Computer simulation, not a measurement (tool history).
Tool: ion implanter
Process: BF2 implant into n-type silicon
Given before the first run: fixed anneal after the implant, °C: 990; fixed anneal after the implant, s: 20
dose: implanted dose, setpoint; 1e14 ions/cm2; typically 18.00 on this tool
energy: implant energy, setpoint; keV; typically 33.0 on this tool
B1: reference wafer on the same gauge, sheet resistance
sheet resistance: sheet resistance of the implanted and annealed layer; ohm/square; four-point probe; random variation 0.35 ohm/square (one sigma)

run 1 hour=0.0 | dose=18.00 energy=41.5 | B1=150.19 | sheet_resistance=125.41
run 2 hour=33.0 | dose=18.00 energy=33.0 | B1=150.09 | sheet_resistance=142.36
run 3 hour=64.7 | dose=18.00 energy=33.0 | B1=150.12 | sheet_resistance=142.64
run 4 hour=106.5 | dose=18.00 energy=33.0 | B1=150.17 | sheet_resistance=142.18
run 5 hour=135.6 | dose=19.30 energy=33.0 | B1=150.08 | sheet_resistance=140.79
run 6 hour=181.4 | dose=19.30 energy=33.0 | B1=150.05 | sheet_resistance=140.59
run 7 hour=331.4 | dose=19.30 energy=33.0 | B1=149.96 | sheet_resistance=140.82
run 8 hour=402.6 | dose=18.00 energy=33.0 | B1=149.79 | sheet_resistance=142.15
run 9 hour=469.8 | dose=18.00 energy=33.0 | B1=149.80 | sheet_resistance=142.09
run 10 hour=508.8 | dose=16.48 energy=29.0 | B1=149.66 | sheet_resistance=153.54
run 11 hour=575.4 | dose=18.00 energy=41.0 | B1=149.70 | sheet_resistance=126.03
run 12 hour=645.7 | dose=16.05 energy=33.0 | B1=149.68 | sheet_resistance=143.56
run 13 hour=711.0 | dose=18.00 energy=33.0 | B1=149.46 | sheet_resistance=141.14
run 14 hour=740.1 | dose=16.31 energy=25.0 | B1=149.58 | sheet_resistance=165.87
run 15 hour=799.1 | dose=18.00 energy=33.0 | B1=149.46 | sheet_resistance=141.22
run 16 hour=837.7 | dose=18.00 energy=33.0 | B1=149.44 | sheet_resistance=141.87
run 17 hour=905.7 | dose=19.25 energy=33.0 | B1=149.34 | sheet_resistance=139.86
run 18 hour=944.0 | dose=18.00 energy=39.0 | B1=149.40 | sheet_resistance=129.14
run 19 hour=972.4 | dose=13.45 energy=33.0 | B1=149.27 | sheet_resistance=147.78
run 20 hour=1023.7 | dose=14.95 energy=33.0 | B1=149.30 | sheet_resistance=145.31
run 21 hour=1070.9 | dose=19.46 energy=22.0 | B1=151.29 | sheet_resistance=175.60
run 22 hour=1164.1 | dose=16.29 energy=30.0 | B1=151.36 | sheet_resistance=152.49
run 23 hour=1234.8 | dose=14.89 energy=33.0 | B1=151.23 | sheet_resistance=146.81
run 24 hour=1281.6 | dose=16.61 energy=33.0 | B1=151.10 | sheet_resistance=144.99
run 25 hour=1325.4 | dose=22.67 energy=41.0 | B1=151.13 | sheet_resistance=123.94
run 26 hour=1385.1 | dose=14.16 energy=40.0 | B1=151.07 | sheet_resistance=134.28
run 27 hour=1438.7 | dose=19.47 energy=28.0 | B1=150.90 | sheet_resistance=154.62
run 28 hour=1478.7 | dose=18.00 energy=33.0 | B1=150.95 | sheet_resistance=142.83
run 29 hour=1515.2 | dose=18.00 energy=30.0 | B1=150.91 | sheet_resistance=150.48
run 30 hour=1582.8 | dose=20.05 energy=33.0 | B1=150.89 | sheet_resistance=141.38
run 31 hour=1610.0 | dose=16.39 energy=33.0 | B1=150.83 | sheet_resistance=144.87
run 32 hour=1653.2 | dose=13.82 energy=26.5 | B1=150.79 | sheet_resistance=166.18
run 33 hour=1831.4 | dose=18.00 energy=33.0 | B1=150.72 | sheet_resistance=142.68
run 34 hour=1873.1 | dose=18.00 energy=44.0 | B1=150.58 | sheet_resistance=121.82
run 35 hour=2004.4 | dose=22.07 energy=33.0 | B1=150.51 | sheet_resistance=138.81
run 36 hour=2060.2 | dose=18.00 energy=33.0 | B1=150.44 | sheet_resistance=142.14
run 37 hour=2107.3 | dose=18.00 energy=23.5 | B1=150.43 | sheet_resistance=169.81
run 38 hour=2147.3 | dose=18.00 energy=33.0 | B1=150.49 | sheet_resistance=142.09

Removed from this log: 5 entries logged between the listed runs. Between which two listed runs does each belong, and how does the tool's hidden state at the listed run before it compare with that at the listed run after it?
In the gap between runs 7 and 8: Faraday cup replaced and dose calibrated (hour 378.9)
  gauge reads high (%): -0.741 -> -0.784
  measured value less the no-hidden-state value, sheet resistance: -1.05 -> -1.12 ohm/square
In the gap between runs 15 and 16: extraction supply calibrated (hour 837.2)
  gauge reads high (%): -1.02 -> -1.04
  measured value less the no-hidden-state value, sheet resistance: -1.45 -> -1.49 ohm/square
In the gap between runs 20 and 21: gauge calibrated (hour 1055.1)
  gauge reads high (%): -1.15 -> 0.226
  measured value less the no-hidden-state value, sheet resistance: -1.70 -> +0.40 ohm/square
In the gap between runs 21 and 22: Faraday cup replaced and dose calibrated (hour 1158.9)
  gauge reads high (%): 0.226 -> 0.171
  measured value less the no-hidden-state value, sheet resistance: +0.40 -> +0.26 ohm/square
In the gap between runs 34 and 35: Faraday cup replaced and dose calibrated (hour 1951.2)
  gauge reads high (%): -0.253 -> -0.331
  measured value less the no-hidden-state value, sheet resistance: -0.31 -> -0.46 ohm/square
